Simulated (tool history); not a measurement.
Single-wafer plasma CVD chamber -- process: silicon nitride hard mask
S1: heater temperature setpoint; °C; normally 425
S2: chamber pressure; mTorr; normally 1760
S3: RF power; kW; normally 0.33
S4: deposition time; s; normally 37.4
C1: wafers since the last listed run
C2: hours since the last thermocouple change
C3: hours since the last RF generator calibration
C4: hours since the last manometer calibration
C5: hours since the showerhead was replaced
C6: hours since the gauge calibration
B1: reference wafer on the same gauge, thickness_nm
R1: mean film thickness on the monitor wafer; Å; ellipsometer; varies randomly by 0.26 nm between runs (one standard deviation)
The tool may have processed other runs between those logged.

run 1 hour=0 | S1=425 S2=1760 S3=0.33 S4=37.4 | C1=0 C2=2759.5 C3=674.3 C4=1873 C5=7649.6 C6=380.4 | B1=48.504 | R1=423.49
run 2 hour=13.3 | S1=425 S2=1760 S3=0.33 S4=37.4 | C1=350 C2=2772.8 C3=687.6 C4=1886.3 C5=7662.9 C6=393.7 | B1=48.53 | R1=423.55
run 3 hour=22.3 | S1=425 S2=1760 S3=0.33 S4=37.4 | C1=237 C2=2781.8 C3=696.6 C4=1895.3 C5=7671.9 C6=402.7 | B1=48.535 | R1=426.77
run 4 hour=33.8 | S1=425 S2=1760 S3=0.33 S4=37.4 | C1=302 C2=2793.3 C3=708.1 C4=1906.8 C5=7683.4 C6=414.2 | B1=48.507 | R1=421.74
run 5 hour=45.5 | S1=425 S2=1760 S3=0.33 S4=33.5 | C1=308 C2=2805 C3=719.8 C4=1918.5 C5=7695.1 C6=425.9 | B1=48.448 | R1=376.88
-- hour=59.5 showerhead replaced
run 6 hour=60 | S1=425 S2=1760 S3=0.33 S4=33.5 | C1=171 C2=2819.5 C3=734.3 C4=1933 C5=0.5 C6=440.4 | B1=48.479 | R1=377.96
run 7 hour=68.9 | S1=425 S2=1760 S3=0.33 S4=33.5 | C1=234 C2=2828.4 C3=743.2 C4=1941.9 C5=9.4 C6=449.3 | B1=48.544 | R1=375.16
run 8 hour=76.3 | S1=425 S2=1760 S3=0.33 S4=37.4 | C1=194 C2=2835.8 C3=750.6 C4=1949.3 C5=16.8 C6=456.7 | B1=48.477 | R1=419.78
run 9 hour=83.6 | S1=425 S2=1760 S3=0.33 S4=37.4 | C1=192 C2=2843.1 C3=757.9 C4=1956.6 C5=24.1 C6=464 | B1=48.555 | R1=418.9
run 10 hour=99.4 | S1=425 S2=1760 S3=0.295 S4=37.4 | C1=416 C2=2858.9 C3=773.7 C4=1972.4 C5=39.9 C6=479.8 | B1=48.487 | R1=377.67
-- hour=112.6 capacitance manometer re-zeroed and calibrated
run 11 hour=113.4 | S1=425 S2=1760 S3=0.295 S4=37.4 | C1=158 C2=2872.9 C3=787.7 C4=0.8 C5=53.9 C6=493.8 | B1=48.469 | R1=372.48
run 12 hour=124.8 | S1=425 S2=1760 S3=0.33 S4=37.4 | C1=300 C2=2884.3 C3=799.1 C4=12.2 C5=65.3 C6=505.2 | B1=48.518 | R1=416.55
-- hour=132.8 RF generator calibrated
run 13 hour=134.6 | S1=417 S2=1760 S3=0.3 S4=41.7 | C1=47 C2=2894.1 C3=1.8 C4=22 C5=75.1 C6=515 | B1=48.529 | R1=452.24
run 14 hour=148.6 | S1=434 S2=2190 S3=0.37 S4=37.4 | C1=368 C2=2908.1 C3=15.8 C4=36 C5=89.1 C6=529 | B1=48.395 | R1=510.73
run 15 hour=159 | S1=435 S2=1760 S3=0.36 S4=37.4 | C1=274 C2=2918.5 C3=26.2 C4=46.4 C5=99.5 C6=539.4 | B1=48.511 | R1=481.33
run 16 hour=167.4 | S1=425 S2=1760 S3=0.35 S4=31.8 | C1=221 C2=2926.9 C3=34.6 C4=54.8 C5=107.9 C6=547.8 | B1=48.531 | R1=399.35
run 17 hour=183.7 | S1=433 S2=1760 S3=0.33 S4=37.4 | C1=429 C2=2943.2 C3=50.9 C4=71.1 C5=124.2 C6=564.1 | B1=48.45 | R1=441.25
-- hour=185.3 gauge calibrated
run 18 hour=197.5 | S1=425 S2=1540 S3=0.3 S4=40.7 | C1=363 C2=2957 C3=64.7 C4=84.9 C5=138 C6=12.2 | B1=48.533 | R1=425.75
-- hour=207.4 thermocouple changed; heater temperature recalibrated
run 19 hour=207.9 | S1=425 S2=1560 S3=0.33 S4=37.4 | C1=63 C2=0.5 C3=75.1 C4=95.3 C5=148.4 C6=22.6 | B1=48.505 | R1=429.29
run 20 hour=219.2 | S1=416 S2=1760 S3=0.375 S4=41.4 | C1=297 C2=11.8 C3=86.4 C4=106.6 C5=159.7 C6=33.9 | B1=48.464 | R1=547.75
run 21 hour=234.5 | S1=425 S2=1760 S3=0.33 S4=34.2 | C1=403 C2=27.1 C3=101.7 C4=121.9 C5=175 C6=49.2 | B1=48.493 | R1=404.92
run 22 hour=242.9 | S1=425 S2=1760 S3=0.275 S4=37.4 | C1=221 C2=35.5 C3=110.1 C4=130.3 C5=183.4 C6=57.6 | B1=48.513 | R1=369.98
run 23 hour=259.9 | S1=430 S2=1650 S3=0.33 S4=37.4 | C1=447 C2=52.5 C3=127.1 C4=147.3 C5=200.4 C6=74.6 | B1=48.478 | R1=432.77
run 24 hour=267.1 | S1=425 S2=1760 S3=0.33 S4=37.4 | C1=189 C2=59.7 C3=134.3 C4=154.5 C5=207.6 C6=81.8 | B1=48.485 | R1=443.29
run 25 hour=283.6 | S1=425 S2=1520 S3=0.33 S4=40.8 | C1=434 C2=76.2 C3=150.8 C4=171 C5=224.1 C6=98.3 | B1=48.467 | R1=467.88
run 26 hour=290.2 | S1=425 S2=1760 S3=0.36 S4=37.4 | C1=173 C2=82.8 C3=157.4 C4=177.6 C5=230.7 C6=104.9 | B1=48.539 | R1=478.61
run 27 hour=304.1 | S1=425 S2=2100 S3=0.37 S4=30.8 | C1=366 C2=96.7 C3=171.3 C4=191.5 C5=244.6 C6=118.8 | B1=48.513 | R1=418.18
run 28 hour=315.4 | S1=416 S2=1490 S3=0.33 S4=37.4 | C1=297 C2=108 C3=182.6 C4=202.8 C5=255.9 C6=130.1 | B1=48.5 | R1=430.12
run 29 hour=330.3 | S1=425 S2=2100 S3=0.37 S4=30.8 | C1=392 C2=122.9 C3=197.5 C4=217.7 C5=270.8 C6=145 | B1=48.487 | R1=420.27
run 30 hour=379.2 | S1=425 S2=1760 S3=0.33 S4=43.1 | C1=1288 C2=171.8 C3=246.4 C4=266.6 C5=319.7 C6=193.9 | B1=48.498 | R1=509.97

The tool's hidden state at each run:
wafer temperature above the value expected at the setpoint (K): 0 at every run
true pressure above the setpoint (%): 0 at every run
gauge reads high (%): 0 at every run
H1: delivered RF power above the setpoint (%)
run=1 H1=-5.03
run=2 H1=-5.21
run=3 H1=-5.33
run=4 H1=-5.49
run=5 H1=-5.66
run=6 H1=-5.87
run=7 H1=-6
run=8 H1=-6.11
run=9 H1=-6.21
run=10 H1=-6.45
run=11 H1=-6.67
run=12 H1=-6.85
run=13 H1=-0.0819
run=14 H1=-0.0843
run=15 H1=-0.0887
run=16 H1=-0.0937
run=17 H1=-0.108
run=18 H1=-0.123
run=19 H1=-0.138
run=20 H1=-0.156
run=21 H1=-0.184
run=22 H1=-0.202
run=23 H1=-0.242
run=24 H1=-0.261
run=25 H1=-0.307
run=26 H1=-0.327
run=27 H1=-0.373
run=28 H1=-0.412
run=29 H1=-0.468
run=30 H1=-0.684
